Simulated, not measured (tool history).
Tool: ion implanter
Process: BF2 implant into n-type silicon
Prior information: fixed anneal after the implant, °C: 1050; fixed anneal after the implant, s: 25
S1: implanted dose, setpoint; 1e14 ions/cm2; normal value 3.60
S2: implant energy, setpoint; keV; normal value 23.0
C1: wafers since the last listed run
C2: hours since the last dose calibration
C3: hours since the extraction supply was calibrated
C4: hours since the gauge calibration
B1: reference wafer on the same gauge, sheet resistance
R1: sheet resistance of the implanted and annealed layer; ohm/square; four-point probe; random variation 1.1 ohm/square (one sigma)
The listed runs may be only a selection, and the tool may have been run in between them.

run   hour    S1    S2   C1      C2      C3     C4      B1      R1
  1    0.0  3.60  23.0    0   929.6  6074.0  349.8  365.86  328.35
  2   15.8  3.60  23.0  250   945.4  6089.8  365.6  365.98  329.17
  3   40.9  3.60  23.0  398   970.5  6114.9  390.7  366.02  329.29
  4   55.9  3.60  23.0  238   985.5  6129.9  405.7  365.93  329.34
  5   73.8  3.60  23.0  284  1003.4  6147.8  423.6  365.82  326.77
  6   93.8  3.60  23.0  317  1023.4  6167.8  443.6  365.95  330.53
  7  128.6  3.60  23.0  552  1058.2  6202.6  478.4  365.95  325.04
  8  145.0  4.46  23.0  260  1074.6  6219.0  494.8  365.99  273.53
     164.3  -- Faraday cup replaced and dose calibrated
  9  179.9  4.46  23.0  427    15.6  6253.9  529.7  365.98  284.96
 10  192.1  4.46  23.0  193    27.8  6266.1  541.9  366.02  281.83
 11  220.8  3.60  23.0  455    56.5  6294.8  570.6  365.94  339.12
 12  232.8  4.12  23.0  190    68.5  6306.8  582.6  365.86  301.26
 13  248.8  4.12  23.0  254    84.5  6322.8  598.6  366.01  301.94
 14  264.3  3.60  23.0  246   100.0  6338.3  614.1  366.07  338.16
 15  277.6  3.60  30.5  211   113.3  6351.6  627.4  365.90  331.60
 16  294.0  3.00  18.0  260   129.7  6368.0  643.8  365.85  403.79
 17  320.8  3.26  23.0  425   156.5  6394.8  670.6  366.15  370.31
 18  336.0  4.43  20.0  241   171.7  6410.0  685.8  366.09  287.48
 19  360.6  4.11  26.5  390   196.3  6434.6  710.4  365.94  298.10
 20  387.4  3.06  23.0  425   223.1  6461.4  737.2  366.12  389.66
 21  401.4  3.60  23.0  222   237.1  6475.4  751.2  366.02  338.92
 22  427.0  2.74  23.0  406   262.7  6501.0  776.8  366.12  428.24
 23  440.5  3.60  23.0  214   276.2  6514.5  790.3  366.24  338.25
     466.1  -- extraction supply calibrated
 24  466.6  3.60  23.0  287   302.3     0.5  816.4  365.97  335.12
 25  495.2  3.98  25.5  454   330.9    29.1  845.0  366.08  307.59
 26  510.2  3.23  23.0  238   345.9    44.1  860.0  366.11  366.20
 27  533.4  3.60  23.0  368   369.1    67.3  883.2  366.03  335.14
     550.1  -- gauge calibrated
 28  557.1  3.60  23.0  376   392.8    91.0    7.0  365.99  335.63
 29  569.1  3.60  18.5  190   404.8   103.0   19.0  365.87  339.05
 30  594.6  3.60  23.0  404   430.3   128.5   44.5  366.16  336.23
 31  630.0  4.27  17.0  562   465.7   163.9   79.9  365.87  294.56
 32  646.9  4.34  23.0  268   482.6   180.8   96.8  366.07  284.42
 33  676.3  3.88  27.5  466   512.0   210.2  126.2  365.99  311.06
 34  710.0  4.18  18.0  535   545.7   243.9  159.9  365.90  299.57
 35  739.0  3.60  18.5  460   574.7   272.9  188.9  365.96  339.46
 36  768.5  4.42  19.5  468   604.2   302.4  218.4  365.91  282.06
 37  788.7  3.60  23.0  320   624.4   322.6  238.6  365.89  333.95

Consider 4 possible next runs. They are alternatives, not a sequence: every one starts from the tool as it was left by run 37. What does each give?
  A  789.1  3.60  20.0   6  624.8  323.0  239.0   ?   ?
  B  789.1  2.87  29.5   6  624.8  323.0  239.0   ?   ?
  C  789.1  3.60  20.5   6  624.8  323.0  239.0   ?   ?
  D  789.1  2.58  26.5   6  624.8  323.0  239.0   ?   ?

run      B1      R1
  A  366.01  337.49
  B  366.01  397.04
  C  366.01  336.86
  D  366.01  438.90
Take away the tool's hidden state, keep each run's random variation, and the runs would have read:
run      R1
  A  346.32
  B  407.18
  C  345.67
  D  450.17
